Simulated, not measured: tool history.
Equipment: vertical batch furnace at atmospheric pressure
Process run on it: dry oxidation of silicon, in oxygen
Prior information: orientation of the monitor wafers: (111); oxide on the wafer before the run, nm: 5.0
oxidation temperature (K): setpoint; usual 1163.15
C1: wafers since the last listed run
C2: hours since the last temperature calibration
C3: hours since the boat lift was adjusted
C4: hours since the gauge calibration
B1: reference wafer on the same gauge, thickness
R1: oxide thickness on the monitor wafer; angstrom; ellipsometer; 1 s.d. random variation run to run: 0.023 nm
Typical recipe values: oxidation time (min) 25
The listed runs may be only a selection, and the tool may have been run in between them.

{"run": 1, "hour": 0.0, "oxidation temperature (K)": 1163.15, "oxidation time (min)": 25, "C1": 0, "C2": 4868.3, "C3": 1821.7, "C4": 47.7, "B1": 13, "R1": 150.6}
{"run": 2, "hour": 28.6, "oxidation temperature (K)": 1163.15, "oxidation time (min)": 25, "C1": 395, "C2": 4896.9, "C3": 1850.3, "C4": 76.3, "B1": 13, "R1": 150.3}
{"run": 3, "hour": 48.9, "oxidation temperature (K)": 1163.15, "oxidation time (min)": 25, "C1": 281, "C2": 4917.2, "C3": 1870.6, "C4": 96.6, "B1": 12.99, "R1": 150.4}
{"run": 4, "hour": 77.1, "oxidation temperature (K)": 1163.15, "oxidation time (min)": 25, "C1": 390, "C2": 4945.4, "C3": 1898.8, "C4": 124.8, "B1": 13.01, "R1": 149.9}
{"hour": 117.1, "done": "thermocouples replaced and temperature profile calibrated"}
{"run": 5, "hour": 117.6, "oxidation temperature (K)": 1163.15, "oxidation time (min)": 25, "C1": 228, "C2": 0.5, "C3": 1939.3, "C4": 165.3, "B1": 13.01, "R1": 149.8}
{"run": 6, "hour": 131.6, "oxidation temperature (K)": 1163.15, "oxidation time (min)": 25, "C1": 193, "C2": 14.5, "C3": 1953.3, "C4": 179.3, "B1": 13.01, "R1": 149.8}
{"run": 7, "hour": 147.4, "oxidation temperature (K)": 1163.15, "oxidation time (min)": 25, "C1": 218, "C2": 30.3, "C3": 1969.1, "C4": 195.1, "B1": 13, "R1": 150}
{"run": 8, "hour": 182.7, "oxidation temperature (K)": 1163.15, "oxidation time (min)": 25, "C1": 488, "C2": 65.6, "C3": 2004.4, "C4": 230.4, "B1": 13, "R1": 150}
{"run": 9, "hour": 196.6, "oxidation temperature (K)": 1163.15, "oxidation time (min)": 25, "C1": 192, "C2": 79.5, "C3": 2018.3, "C4": 244.3, "B1": 13, "R1": 150.2}

Estimate the outcome of run 10 from the log above:
{"run": 10, "hour": 225.6, "oxidation temperature (K)": 1175.15, "oxidation time (min)": 34.5, "C1": 401, "C2": 108.5, "C3": 2047.3, "C4": 273.3, "B1": "?", "R1": "?"}

B1: 13.01
R1: 200.6 angstrom
With the hidden condition absent and the run-to-run variation left alone, this run would have shown R1 208.1 angstrom.
